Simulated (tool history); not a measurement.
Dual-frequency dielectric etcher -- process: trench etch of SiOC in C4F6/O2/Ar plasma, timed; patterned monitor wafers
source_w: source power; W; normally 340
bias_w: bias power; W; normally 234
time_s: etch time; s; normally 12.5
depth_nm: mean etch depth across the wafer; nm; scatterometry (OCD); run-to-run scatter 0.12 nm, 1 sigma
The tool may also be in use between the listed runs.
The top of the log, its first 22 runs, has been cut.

run	hour	source_w	bias_w	time_s	read-back reference wafer on the same gauge, depth_nm	depth_nm
23	325.2	270	250	16.5	28.12	33.53
24	331.8	340	264	9	28.12	20.1
25	351	340	285	9	28.1	20.46
26	365.2	340	205	10	28.09	21.36
27	371.6	420	192	15.5	28.08	35.53
28	380.7	340	234	12.5	28.1	27.45
29	389.8	280	255	11.5	28.09	23.76
30	403.9	340	269	12.5	28.08	28.06

Consider 4 possible next runs. They are alternatives, not a sequence: every one starts from the tool as it was left by run 30. What does each give?
A	404.3	340	234	12.5	?	?
B	404.3	390	287	15.5	?	?
C	404.3	370	234	9.5	?	?
D	404.3	360	185	16	?	?

run	read-back reference wafer on the same gauge, depth_nm	depth_nm
A	28.12	27.64
B	28.12	37.38
C	28.12	21.67
D	28.12	34.82
The same runs, with their run-to-run variation unchanged, on a tool lacking any hidden condition would have given:
run	depth_nm
A	27.43
B	37.11
C	21.51
D	34.57

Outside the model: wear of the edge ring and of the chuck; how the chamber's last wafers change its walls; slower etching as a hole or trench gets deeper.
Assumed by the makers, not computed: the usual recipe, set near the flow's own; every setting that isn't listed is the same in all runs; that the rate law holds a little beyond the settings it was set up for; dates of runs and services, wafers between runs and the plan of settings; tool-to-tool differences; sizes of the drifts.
